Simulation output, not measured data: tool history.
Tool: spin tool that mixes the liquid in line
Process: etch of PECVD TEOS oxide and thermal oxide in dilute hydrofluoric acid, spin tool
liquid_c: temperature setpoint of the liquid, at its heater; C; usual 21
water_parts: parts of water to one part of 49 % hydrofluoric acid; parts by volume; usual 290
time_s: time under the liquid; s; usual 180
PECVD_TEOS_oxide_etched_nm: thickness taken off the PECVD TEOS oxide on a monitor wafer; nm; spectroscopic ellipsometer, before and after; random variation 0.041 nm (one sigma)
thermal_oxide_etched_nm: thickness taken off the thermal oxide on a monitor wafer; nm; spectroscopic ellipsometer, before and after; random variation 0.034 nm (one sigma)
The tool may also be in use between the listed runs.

run	hour	liquid_c	water_parts	time_s	read-back film thickness of the PECVD TEOS oxide reference wafer, read on the same gauge (nm)	read-back film thickness of the thermal oxide reference wafer, read on the same gauge (nm)	PECVD_TEOS_oxide_etched_nm	thermal_oxide_etched_nm
1	0	21	290	180	99.986	40.011	4.271	2.053
2	8.3	21	290	180	99.987	39.985	4.246	2.03
3	16.8	21	290	180	100.018	39.982	4.264	2.068
4	56.7	21	290	180	99.977	39.993	4.22	2.02
5	64.3	21	290	180	100.02	40.016	4.299	2.067
6	79.5	21	395	180	100	40.021	2.863	1.377
7	91.9	21	395	180	100.018	39.972	2.873	1.352
# hour 102.8: hydrofluoric acid flow meter replaced
8	106.8	23	290	180	99.994	39.991	4.642	2.159
9	120	21	290	180	100.001	40.012	4.186	2.087
10	126	21	290	180	100.017	39.998	4.273	2.079
11	143.8	22.5	290	180	99.998	39.992	4.523	2.108
# hour 148.5: thermometer replaced
12	153.9	22.5	290	180	99.993	39.999	4.57	2.157
# hour 163.3: gauge calibrated
13	167.2	21	290	180	100.008	40.002	4.236	2.033
14	174.8	18	290	95	99.995	40.01	2.016	0.954
15	188.4	21	290	180	100.021	40.012	4.325	2.043
16	195.3	26	355	180	100.019	40.015	3.891	1.858
17	202.8	17.5	170	180	100.004	39.983	7.185	3.51
18	210.9	22.5	370	125	99.996	40.015	2.269	1.095
19	223.1	23.5	190	235	99.994	39.975	10.451	5.013
20	239.4	17.5	290	250	99.992	40.003	5.177	2.506
21	253.4	19	290	285	99.995	39.99	6.323	3.035

Forecast each of these 3 alternatives for the next run:
A	253.9	21	415	180	?	?	?	?
B	253.9	21	360	180	?	?	?	?
C	253.9	17	365	145	?	?	?	?

run	read-back film thickness of the PECVD TEOS oxide reference wafer, read on the same gauge (nm)	read-back film thickness of the thermal oxide reference wafer, read on the same gauge (nm)	PECVD_TEOS_oxide_etched_nm	thermal_oxide_etched_nm
A	100.019	40.001	2.657	1.257
B	100.019	40.001	3.209	1.518
C	100.019	40.001	2.2	1.041
Without the tool's hidden state the same runs would have given:
run	PECVD_TEOS_oxide_etched_nm	thermal_oxide_etched_nm
A	2.657	1.257
B	3.209	1.518
C	2.2	1.041
